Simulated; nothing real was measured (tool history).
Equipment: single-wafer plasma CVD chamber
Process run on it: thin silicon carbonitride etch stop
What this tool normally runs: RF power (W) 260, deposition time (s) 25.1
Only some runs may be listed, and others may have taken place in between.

run	hour	RF power (W)	deposition time (s)	wafers since the last listed run	hours since the last thermocouple change	hours since the last RF generator calibration	hours since the showerhead was replaced	hours since the gauge calibration	read-back reference wafer on the same gauge, thickness_nm	mean film thickness on the monitor wafer (Å)
1	0	280	23.5	0	1131.6	1736.1	2966.8	187	12.605	144.56
2	20.2	300	28.1	603	1151.8	1756.3	2987	207.2	12.608	177.16
# hour 47.9: gauge calibrated
3	48	300	28.1	830	1179.6	1784.1	3014.8	0.1	12.612	176.4
4	81.1	260	25.1	988	1212.7	1817.2	3047.9	33.2	12.585	148.19
5	102.2	260	25.1	630	1233.8	1838.3	3069	54.3	12.588	148.77
6	136.4	260	25.1	1021	1268	1872.5	3103.2	88.5	12.598	148.91
7	172.2	260	23.1	1069	1303.8	1908.3	3139	124.3	12.608	136.57
8	187.6	220	21.8	459	1319.2	1923.7	3154.4	139.7	12.628	118.92
9	206.8	300	29.5	573	1338.4	1942.9	3173.6	158.9	12.602	185.38
# hour 237.2: thermocouple changed; heater temperature recalibrated
10	239.7	260	25.1	743	2.5	1975.8	3206.5	191.8	12.594	147.63
11	252.9	260	25.1	394	15.7	1989	3219.7	205	12.591	149.91
# hour 265: showerhead replaced
# hour 269.4: RF generator calibrated
# hour 275: gauge calibrated
12	333	275	20.7	2021	95.8	63.6	68	58	12.585	126.01
13	363.1	300	28	898	125.9	93.7	98.1	88.1	12.601	177.8
14	395.7	260	25.1	973	158.5	126.3	130.7	120.7	12.6	147.28

What if the next run were any one of these 3? Each begins from the tool's condition after run 14:
A	396.1	280	25.1	11	158.9	126.7	131.1	121.1	?	?
B	396.1	240	23.4	11	158.9	126.7	131.1	121.1	?	?
C	396.1	275	23.5	11	158.9	126.7	131.1	121.1	?	?

run	read-back reference wafer on the same gauge, thickness_nm	mean film thickness on the monitor wafer (Å)
A	12.602	152.57
B	12.602	132.24
C	12.602	141.67
Without the tool's hidden state the same runs would have given:
run	mean film thickness on the monitor wafer (Å)
A	152.57
B	132.24
C	141.67
